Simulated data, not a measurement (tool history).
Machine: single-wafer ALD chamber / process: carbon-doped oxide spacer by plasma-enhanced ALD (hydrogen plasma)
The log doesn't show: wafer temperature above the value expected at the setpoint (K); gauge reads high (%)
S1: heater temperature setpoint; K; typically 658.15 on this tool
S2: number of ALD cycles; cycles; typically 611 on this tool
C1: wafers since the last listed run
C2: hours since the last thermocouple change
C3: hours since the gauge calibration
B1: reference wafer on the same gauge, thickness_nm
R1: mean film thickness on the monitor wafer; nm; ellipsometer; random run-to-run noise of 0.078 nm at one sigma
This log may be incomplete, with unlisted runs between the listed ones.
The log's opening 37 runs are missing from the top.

run    hour      S1   S2  C1      C2     C3      B1      R1
 38  1635.8  658.15  611  21   714.1   78.2  26.596  31.289
 39  1693.3  670.15  572  24   771.6  135.7  26.537  29.383
 40  1755.4  670.15  507  26   833.7  197.8  26.510  25.902
 41  1809.4  658.15  611  23   887.7  251.8  26.472  31.275
 42  1876.5  671.15  561  28   954.8  318.9  26.377  28.603
 43  1934.5  658.15  674  24  1012.8  376.9  26.358  34.347
 44  1969.3  658.15  611  14  1047.6  411.7  26.351  31.053
 45  2000.3  663.15  656  13  1078.6  442.7  26.380  33.256
 46  2040.9  658.15  611  17  1119.2  483.3  26.315  31.025

Forecast each of these 4 alternatives for the next run:
  A  2042.2  658.15  611   0  1120.5  484.6   ?   ?
  B  2042.2  658.15  663   0  1120.5  484.6   ?   ?
  C  2042.2  658.15  671   0  1120.5  484.6   ?   ?
  D  2042.2  664.15  611   0  1120.5  484.6   ?   ?

run      B1      R1
  A  26.344  31.169
  B  26.344  33.822
  C  26.344  34.230
  D  26.344  31.169
The same runs, with their run-to-run variation unchanged, on a tool lacking any hidden condition would have given:
run      R1
  A  31.381
  B  34.052
  C  34.463
  D  31.381
